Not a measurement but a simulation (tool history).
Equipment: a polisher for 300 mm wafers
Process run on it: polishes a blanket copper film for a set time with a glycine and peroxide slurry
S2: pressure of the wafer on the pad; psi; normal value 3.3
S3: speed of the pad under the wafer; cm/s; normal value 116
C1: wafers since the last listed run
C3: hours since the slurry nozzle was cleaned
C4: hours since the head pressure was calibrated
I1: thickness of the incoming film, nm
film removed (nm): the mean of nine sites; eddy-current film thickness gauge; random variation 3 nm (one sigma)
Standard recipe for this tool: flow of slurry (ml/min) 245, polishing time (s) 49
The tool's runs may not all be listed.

{"run": 1, "day": 0.0, "flow of slurry (ml/min)": 245, "S2": 3.3, "S3": 116, "polishing time (s)": 49, "C1": 0, "wafers polished on this pad": 3707, "C3": 58.4, "C4": 837, "I1": 1003.7, "film removed (nm)": 339.7}
{"run": 2, "day": 2.092, "flow of slurry (ml/min)": 245, "S2": 3.3, "S3": 116, "polishing time (s)": 36, "C1": 521, "wafers polished on this pad": 4229, "C3": 108.6, "C4": 887.2, "I1": 987.7, "film removed (nm)": 249.4}
{"day": 3.588, "done": "head pressure recalibrated"}
{"run": 3, "day": 6.412, "flow of slurry (ml/min)": 245, "S2": 3.3, "S3": 116, "polishing time (s)": 36, "C1": 1057, "wafers polished on this pad": 5286, "C3": 212.3, "C4": 67.8, "I1": 1015.8, "film removed (nm)": 265.7}
{"run": 4, "day": 9.4, "flow of slurry (ml/min)": 245, "S2": 3.3, "S3": 116, "polishing time (s)": 36, "C1": 745, "wafers polished on this pad": 6031, "C3": 284, "C4": 139.5, "I1": 1010.9, "film removed (nm)": 258.6}
{"run": 5, "day": 11.988, "flow of slurry (ml/min)": 195, "S2": 3.3, "S3": 116, "polishing time (s)": 49, "C1": 645, "wafers polished on this pad": 6677, "C3": 346.1, "C4": 201.6, "I1": 999.1, "film removed (nm)": 339.8}
{"day": 13.233, "done": "worn pad replaced by a new one"}
{"run": 6, "day": 13.704, "flow of slurry (ml/min)": 195, "S2": 3.3, "S3": 116, "polishing time (s)": 49, "C1": 386, "wafers polished on this pad": 117, "C3": 387.3, "C4": 242.8, "I1": 990, "film removed (nm)": 334.1}
{"run": 7, "day": 17.592, "flow of slurry (ml/min)": 245, "S2": 3.3, "S3": 116, "polishing time (s)": 49, "C1": 969, "wafers polished on this pad": 1087, "C3": 480.6, "C4": 336.1, "I1": 985.5, "film removed (nm)": 350.3}
{"run": 8, "day": 20.725, "flow of slurry (ml/min)": 245, "S2": 3.3, "S3": 116, "polishing time (s)": 49, "C1": 781, "wafers polished on this pad": 1869, "C3": 555.8, "C4": 411.3, "I1": 997.1, "film removed (nm)": 341.4}
{"run": 9, "day": 22.358, "flow of slurry (ml/min)": 245, "S2": 3.3, "S3": 116, "polishing time (s)": 49, "C1": 407, "wafers polished on this pad": 2276, "C3": 595, "C4": 450.5, "I1": 995.1, "film removed (nm)": 342.1}
{"run": 10, "day": 24.979, "flow of slurry (ml/min)": 300, "S2": 3.3, "S3": 116, "polishing time (s)": 49, "C1": 653, "wafers polished on this pad": 2930, "C3": 657.9, "C4": 513.4, "I1": 1003.5, "film removed (nm)": 352}
{"run": 11, "day": 26.967, "flow of slurry (ml/min)": 300, "S2": 3.3, "S3": 116, "polishing time (s)": 49, "C1": 495, "wafers polished on this pad": 3426, "C3": 705.6, "C4": 561.1, "I1": 1001.1, "film removed (nm)": 347.8}
{"day": 27.529, "done": "slurry nozzle cleaned"}
{"run": 12, "day": 29.358, "flow of slurry (ml/min)": 245, "S2": 3.3, "S3": 116, "polishing time (s)": 49, "C1": 586, "wafers polished on this pad": 4013, "C3": 43.9, "C4": 618.5, "I1": 999.1, "film removed (nm)": 342.6}
{"run": 13, "day": 32.55, "flow of slurry (ml/min)": 245, "S2": 3.3, "S3": 116, "polishing time (s)": 49, "C1": 796, "wafers polished on this pad": 4809, "C3": 120.5, "C4": 695.1, "I1": 981.8, "film removed (nm)": 336.1}
{"run": 14, "day": 34.821, "flow of slurry (ml/min)": 245, "S2": 3.3, "S3": 116, "polishing time (s)": 49, "C1": 566, "wafers polished on this pad": 5376, "C3": 175, "C4": 749.6, "I1": 1014.8, "film removed (nm)": 337.4}
{"run": 15, "day": 37.275, "flow of slurry (ml/min)": 200, "S2": 3.3, "S3": 140, "polishing time (s)": 58, "C1": 612, "wafers polished on this pad": 5988, "C3": 233.9, "C4": 808.5, "I1": 1015.7, "film removed (nm)": 452.4}
{"run": 16, "day": 40.454, "flow of slurry (ml/min)": 170, "S2": 3.3, "S3": 90, "polishing time (s)": 49, "C1": 793, "wafers polished on this pad": 6781, "C3": 310.2, "C4": 884.8, "I1": 1009.1, "film removed (nm)": 258.9}
{"day": 42.029, "done": "worn pad replaced by a new one"}
{"day": 42.842, "done": "head pressure recalibrated"}
{"run": 17, "day": 44.262, "flow of slurry (ml/min)": 245, "S2": 3.3, "S3": 116, "polishing time (s)": 63, "C1": 887, "wafers polished on this pad": 535, "C3": 401.6, "C4": 34.1, "I1": 1010.3, "film removed (nm)": 461.6}
{"run": 18, "day": 47.271, "flow of slurry (ml/min)": 320, "S2": 2.8, "S3": 138, "polishing time (s)": 53, "C1": 750, "wafers polished on this pad": 1286, "C3": 473.8, "C4": 106.3, "I1": 987.6, "film removed (nm)": 399.8}
{"run": 19, "day": 49.121, "flow of slurry (ml/min)": 245, "S2": 3.3, "S3": 78, "polishing time (s)": 39, "C1": 461, "wafers polished on this pad": 1748, "C3": 518.2, "C4": 150.7, "I1": 1004.6, "film removed (nm)": 199.5}
{"run": 20, "day": 52.783, "flow of slurry (ml/min)": 245, "S2": 3.3, "S3": 116, "polishing time (s)": 49, "C1": 913, "wafers polished on this pad": 2661, "C3": 606.1, "C4": 238.6, "I1": 994.9, "film removed (nm)": 347.2}
{"day": 63.079, "done": "slurry nozzle cleaned"}
{"run": 21, "day": 64.1, "flow of slurry (ml/min)": 245, "S2": 3.3, "S3": 116, "polishing time (s)": 49, "C1": 2813, "wafers polished on this pad": 5475, "C3": 24.5, "C4": 510.2, "I1": 992.8, "film removed (nm)": 339.4}
{"run": 22, "day": 66.158, "flow of slurry (ml/min)": 245, "S2": 3.3, "S3": 116, "polishing time (s)": 42, "C1": 513, "wafers polished on this pad": 5988, "C3": 73.9, "C4": 559.6, "I1": 999.3, "film removed (nm)": 287}
{"run": 23, "day": 69.879, "flow of slurry (ml/min)": 245, "S2": 2.9, "S3": 116, "polishing time (s)": 41, "C1": 928, "wafers polished on this pad": 6917, "C3": 163.2, "C4": 648.9, "I1": 1003.9, "film removed (nm)": 253.3}
{"day": 71.221, "done": "worn pad replaced by a new one"}
{"run": 24, "day": 73.35, "flow of slurry (ml/min)": 190, "S2": 2.6, "S3": 84, "polishing time (s)": 37, "C1": 824, "wafers polished on this pad": 530, "C3": 246.5, "C4": 732.2, "I1": 1011.1, "film removed (nm)": 155.3}
{"run": 25, "day": 74.975, "flow of slurry (ml/min)": 290, "S2": 2.2, "S3": 96, "polishing time (s)": 39, "C1": 405, "wafers polished on this pad": 936, "C3": 285.5, "C4": 771.2, "I1": 1001.9, "film removed (nm)": 170.3}
{"run": 26, "day": 76.896, "flow of slurry (ml/min)": 275, "S2": 4, "S3": 116, "polishing time (s)": 49, "C1": 479, "wafers polished on this pad": 1415, "C3": 331.6, "C4": 817.3, "I1": 988.9, "film removed (nm)": 403.6}
{"run": 27, "day": 81.254, "flow of slurry (ml/min)": 245, "S2": 3.3, "S3": 116, "polishing time (s)": 49, "C1": 1087, "wafers polished on this pad": 2503, "C3": 436.2, "C4": 921.9, "I1": 1015.8, "film removed (nm)": 336.7}
{"run": 28, "day": 83.104, "flow of slurry (ml/min)": 295, "S2": 3.3, "S3": 100, "polishing time (s)": 49, "C1": 461, "wafers polished on this pad": 2964, "C3": 480.6, "C4": 966.3, "I1": 994.7, "film removed (nm)": 302.6}
{"day": 84.096, "done": "head pressure recalibrated"}
{"run": 29, "day": 90.788, "flow of slurry (ml/min)": 200, "S2": 3.9, "S3": 154, "polishing time (s)": 49, "C1": 1896, "wafers polished on this pad": 4860, "C3": 665, "C4": 160.6, "I1": 1009, "film removed (nm)": 521.6}
{"day": 96.775, "done": "slurry nozzle cleaned"}
{"run": 30, "day": 96.904, "flow of slurry (ml/min)": 325, "S2": 4, "S3": 138, "polishing time (s)": 60, "C1": 1515, "wafers polished on this pad": 6376, "C3": 3.1, "C4": 307.4, "I1": 995.6, "film removed (nm)": 609.4}
{"day": 99.829, "done": "worn pad replaced by a new one"}
{"run": 31, "day": 99.858, "flow of slurry (ml/min)": 245, "S2": 3.3, "S3": 116, "polishing time (s)": 49, "C1": 695, "wafers polished on this pad": 7, "C3": 74, "C4": 378.3, "I1": 1008.8, "film removed (nm)": 344.2}
{"run": 32, "day": 103.904, "flow of slurry (ml/min)": 245, "S2": 3.3, "S3": 116, "polishing time (s)": 49, "C1": 1009, "wafers polished on this pad": 1016, "C3": 171.1, "C4": 475.4, "I1": 1010.7, "film removed (nm)": 345}
{"run": 33, "day": 107.454, "flow of slurry (ml/min)": 160, "S2": 3.3, "S3": 116, "polishing time (s)": 49, "C1": 885, "wafers polished on this pad": 1902, "C3": 256.3, "C4": 560.6, "I1": 1005.6, "film removed (nm)": 320.3}
{"run": 34, "day": 119.538, "flow of slurry (ml/min)": 245, "S2": 3.3, "S3": 116, "polishing time (s)": 49, "C1": 3014, "wafers polished on this pad": 4917, "C3": 546.3, "C4": 850.6, "I1": 995.2, "film removed (nm)": 337.7}
{"run": 35, "day": 121.546, "flow of slurry (ml/min)": 245, "S2": 3.3, "S3": 116, "polishing time (s)": 49, "C1": 501, "wafers polished on this pad": 5418, "C3": 594.5, "C4": 898.8, "I1": 1001, "film removed (nm)": 344.8}
{"day": 123.733, "done": "head pressure recalibrated"}
{"run": 36, "day": 123.771, "flow of slurry (ml/min)": 245, "S2": 2.2, "S3": 154, "polishing time (s)": 54, "C1": 534, "wafers polished on this pad": 5952, "C3": 647.9, "C4": 0.9, "I1": 988, "film removed (nm)": 369}
{"run": 37, "day": 127.104, "flow of slurry (ml/min)": 245, "S2": 3.3, "S3": 92, "polishing time (s)": 35, "C1": 831, "wafers polished on this pad": 6784, "C3": 727.9, "C4": 80.9, "I1": 983.4, "film removed (nm)": 213}
{"day": 129.088, "done": "worn pad replaced by a new one"}
{"run": 38, "day": 130.112, "flow of slurry (ml/min)": 245, "S2": 3.3, "S3": 80, "polishing time (s)": 41, "C1": 709, "wafers polished on this pad": 255, "C3": 800.1, "C4": 153.1, "I1": 993.6, "film removed (nm)": 220.2}

How the hidden state differs across the entries between the runs, from the last listed run before each to the first after it:
Between runs 2 and 3: head pressure recalibrated (day 3.588)
  deviation of the head's pressure from its setpoint, %: -10 -> -3.58
  measured minus no-state result, film removed (nm): -23.7 -> -8.5
Between runs 5 and 6: worn pad replaced by a new one (day 13.233)
  deviation of the head's pressure from its setpoint, %: -6.49 -> -7.15
  measured minus no-state result, film removed (nm): -20.3 -> -22.1
Between runs 11 and 12: slurry nozzle cleaned (day 27.529)
  deviation of the head's pressure from its setpoint, %: -10.1 -> -10.3
  measured minus no-state result, film removed (nm): -33.2 -> -33.7
Between runs 16 and 17: worn pad replaced by a new one (day 42.029); head pressure recalibrated (day 42.842)
  deviation of the head's pressure from its setpoint, %: -11.1 -> -2.74
  measured minus no-state result, film removed (nm): -26.3 -> -11.3
Between runs 20 and 21: slurry nozzle cleaned (day 63.079)
  deviation of the head's pressure from its setpoint, %: -7.21 -> -9.91
  measured minus no-state result, film removed (nm): -23.1 -> -31.9
Between runs 23 and 24: worn pad replaced by a new one (day 71.221)
  deviation of the head's pressure from its setpoint, %: -10.6 -> -10.9
  measured minus no-state result, film removed (nm): -25.1 -> -14.5
Between runs 28 and 29: head pressure recalibrated (day 84.096)
  deviation of the head's pressure from its setpoint, %: -11.3 -> -4.95
  measured minus no-state result, film removed (nm): -32.2 -> -24.6
Between runs 29 and 30: slurry nozzle cleaned (day 96.775)
  deviation of the head's pressure from its setpoint, %: -4.95 -> -7.23
  measured minus no-state result, film removed (nm): -24.6 -> -42.5
Between runs 30 and 31: worn pad replaced by a new one (day 99.829)
  deviation of the head's pressure from its setpoint, %: -7.23 -> -7.99
  measured minus no-state result, film removed (nm): -42.5 -> -25.5
Between runs 35 and 36: head pressure recalibrated (day 123.733)
  deviation of the head's pressure from its setpoint, %: -10.3 -> -0.895
  measured minus no-state result, film removed (nm): -33.8 -> -2.8
Between runs 37 and 38: worn pad replaced by a new one (day 129.088)
  deviation of the head's pressure from its setpoint, %: -3.26 -> -4.92
  measured minus no-state result, film removed (nm): -6 -> -9.3

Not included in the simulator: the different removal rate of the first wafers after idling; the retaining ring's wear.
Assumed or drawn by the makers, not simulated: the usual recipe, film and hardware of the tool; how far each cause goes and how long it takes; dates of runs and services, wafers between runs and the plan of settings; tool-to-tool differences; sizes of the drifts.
